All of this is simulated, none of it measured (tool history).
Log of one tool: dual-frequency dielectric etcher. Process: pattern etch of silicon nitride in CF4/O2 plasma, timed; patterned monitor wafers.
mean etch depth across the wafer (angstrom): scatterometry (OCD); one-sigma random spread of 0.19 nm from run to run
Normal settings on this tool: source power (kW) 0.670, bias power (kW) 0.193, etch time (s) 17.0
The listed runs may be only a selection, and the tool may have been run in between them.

run	hour	source power (kW)	bias power (kW)	etch time (s)	wafers since the last listed run	hours since the last wet clean	hours since the last source power generator calibration	hours since the last bias power generator calibration	hours since the last upper electrode change	hours since the gauge calibration	read-back reference wafer on the same gauge, depth_nm	mean etch depth across the wafer (angstrom)
1	0.0	0.670	0.193	17.0	0	167.4	1839.3	3229.1	4749.0	168.6	50.48	501.2
2	20.8	0.670	0.193	17.0	257	188.2	1860.1	3249.9	4769.8	189.4	50.50	504.5
3	51.4	0.670	0.193	13.5	378	218.8	1890.7	3280.5	4800.4	220.0	50.55	400.0
4	87.2	0.670	0.193	13.5	442	254.6	1926.5	3316.3	4836.2	255.8	50.50	403.4
5	105.3	0.730	0.193	17.0	223	272.7	1944.6	3334.4	4854.3	273.9	50.49	535.9
6	136.8	0.710	0.193	17.0	389	304.2	1976.1	3365.9	4885.8	305.4	50.53	529.6
7	152.5	0.710	0.193	17.0	194	319.9	1991.8	3381.6	4901.5	321.1	50.49	526.4
8	168.7	0.670	0.193	17.0	200	336.1	2008.0	3397.8	4917.7	337.3	50.48	511.7
9	198.4	0.670	0.193	17.0	367	365.8	2037.7	3427.5	4947.4	367.0	50.49	508.3
10	297.4	0.670	0.193	17.0	1224	464.8	2136.7	3526.5	5046.4	466.0	50.49	511.8
11	319.4	0.670	0.175	17.0	272	486.8	2158.7	3548.5	5068.4	488.0	50.47	486.4
12	346.6	0.670	0.193	17.0	336	514.0	2185.9	3575.7	5095.6	515.2	50.50	512.7
# hour 379.1: wet clean of the chamber
13	381.7	0.810	0.193	17.0	137	2.6	2221.0	3610.8	5130.7	550.3	50.46	574.8

Estimate the outcome of run 14 from the log above:
14	410.8	0.820	0.193	20.0	359	31.7	2250.1	3639.9	5159.8	579.4	?	?

read-back reference wafer on the same gauge, depth_nm: 50.54
mean etch depth across the wafer (angstrom): 683.4
Take away the tool's hidden state, keep the run-to-run variation as it was, and the same run would have given mean etch depth across the wafer (angstrom) 683.7.
